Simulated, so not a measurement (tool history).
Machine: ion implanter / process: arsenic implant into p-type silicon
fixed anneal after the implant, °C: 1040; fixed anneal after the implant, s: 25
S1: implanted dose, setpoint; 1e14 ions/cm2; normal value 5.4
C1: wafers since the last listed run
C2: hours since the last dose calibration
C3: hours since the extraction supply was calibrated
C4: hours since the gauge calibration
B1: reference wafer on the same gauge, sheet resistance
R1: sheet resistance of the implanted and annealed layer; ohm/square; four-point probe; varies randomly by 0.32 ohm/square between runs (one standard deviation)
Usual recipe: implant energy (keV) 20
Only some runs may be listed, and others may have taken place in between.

Run 1, hour 0: usual settings but S1 4.2 1e14 ions/cm2, implant energy (keV) 18; C1 0; C2 669.8; C3 5170.6; C4 107.3; B1 205.96. Result: R1 270.33 ohm/square.
Run 2, hour 10.2: usual settings; C1 135; C2 680; C3 5180.8; C4 117.5; B1 205.89. Result: R1 220.47 ohm/square.
At hour 28.8: gauge calibrated.
Run 3, hour 44.8: usual settings; C1 461; C2 714.6; C3 5215.4; C4 16; B1 206.02. Result: R1 220.79 ohm/square.
Run 4, hour 53.4: usual settings; C1 114; C2 723.2; C3 5224; C4 24.6; B1 206.05. Result: R1 220.57 ohm/square.
Run 5, hour 62.3: usual settings but implant energy (keV) 17; C1 118; C2 732.1; C3 5232.9; C4 33.5; B1 206.06. Result: R1 224.58 ohm/square.
Run 6, hour 78.9: usual settings but S1 4.68 1e14 ions/cm2; C1 221; C2 748.7; C3 5249.5; C4 50.1; B1 206. Result: R1 246.89 ohm/square.
Run 7, hour 94.8: usual settings but S1 4.68 1e14 ions/cm2; C1 211; C2 764.6; C3 5265.4; C4 66; B1 205.99. Result: R1 246.39 ohm/square.
Run 8, hour 111.6: usual settings but S1 4.68 1e14 ions/cm2; C1 223; C2 781.4; C3 5282.2; C4 82.8; B1 205.91. Result: R1 246.67 ohm/square.
Run 9, hour 121.3: usual settings; C1 129; C2 791.1; C3 5291.9; C4 92.5; B1 206.01. Result: R1 220.57 ohm/square.
Run 10, hour 130.9: usual settings; C1 127; C2 800.7; C3 5301.5; C4 102.1; B1 205.92. Result: R1 221.19 ohm/square.
At hour 153.4: extraction supply calibrated.
Run 11, hour 153.9: usual settings but S1 4.99 1e14 ions/cm2, implant energy (keV) 23.5; C1 199; C2 823.7; C3 0.5; C4 125.1; B1 206.06. Result: R1 230.2 ohm/square.
At hour 169.3: Faraday cup replaced and dose calibrated.
At hour 182.4: gauge calibrated.
Run 12, hour 190.6: usual settings but S1 6.04 1e14 ions/cm2, implant energy (keV) 23; C1 382; C2 21.3; C3 37.2; C4 8.2; B1 205.99. Result: R1 195.29 ohm/square.
Run 13, hour 206.7: usual settings; C1 214; C2 37.4; C3 53.3; C4 24.3; B1 206.03. Result: R1 216.39 ohm/square.
Run 14, hour 215.1: usual settings but S1 6.58 1e14 ions/cm2, implant energy (keV) 14; C1 111; C2 45.8; C3 61.7; C4 32.7; B1 206.03. Result: R1 192.38 ohm/square.
Run 15, hour 224.1: usual settings but S1 3.99 1e14 ions/cm2, implant energy (keV) 22; C1 119; C2 54.8; C3 70.7; C4 41.7; B1 205.96. Result: R1 270.56 ohm/square.
Run 16, hour 237.4: usual settings but implant energy (keV) 15.5; C1 177; C2 68.1; C3 84; C4 55; B1 205.93. Result: R1 221.6 ohm/square.
Run 17, hour 251.5: usual settings but S1 4.88 1e14 ions/cm2, implant energy (keV) 18; C1 187; C2 82.2; C3 98.1; C4 69.1; B1 206.02. Result: R1 238.13 ohm/square.
Run 18, hour 263.9: usual settings but S1 6.85 1e14 ions/cm2, implant energy (keV) 16; C1 165; C2 94.6; C3 110.5; C4 81.5; B1 205.94. Result: R1 185.54 ohm/square.

Branching from run 18: 5 alternative next runs. What would each branch give?
Run A, hour 264.3: usual settings but S1 3.95 1e14 ions/cm2; C1 5; C2 95; C3 110.9; C4 81.9; B1 ?. Result: R1 ?.
Run B, hour 264.3: usual settings but S1 3.93 1e14 ions/cm2, implant energy (keV) 23.5; C1 5; C2 95; C3 110.9; C4 81.9; B1 ?. Result: R1 ?.
Run C, hour 264.3: usual settings but S1 6.74 1e14 ions/cm2, implant energy (keV) 14.5; C1 5; C2 95; C3 110.9; C4 81.9; B1 ?. Result: R1 ?.
Run D, hour 264.3: usual settings but implant energy (keV) 13; C1 5; C2 95; C3 110.9; C4 81.9; B1 ?. Result: R1 ?.
Run E, hour 264.3: usual settings but S1 4.13 1e14 ions/cm2, implant energy (keV) 14; C1 5; C2 95; C3 110.9; C4 81.9; B1 ?. Result: R1 ?.

run      B1      R1
  A  206.07  277.34
  B  206.07  273.39
  C  206.07  189.27
  D  206.07  226.07
  E  206.07  276.88
Take away the tool's hidden state, keep each run's random variation, and the runs would have read:
run      R1
  A  273.13
  B  269.24
  C  186.44
  D  222.64
  E  272.66
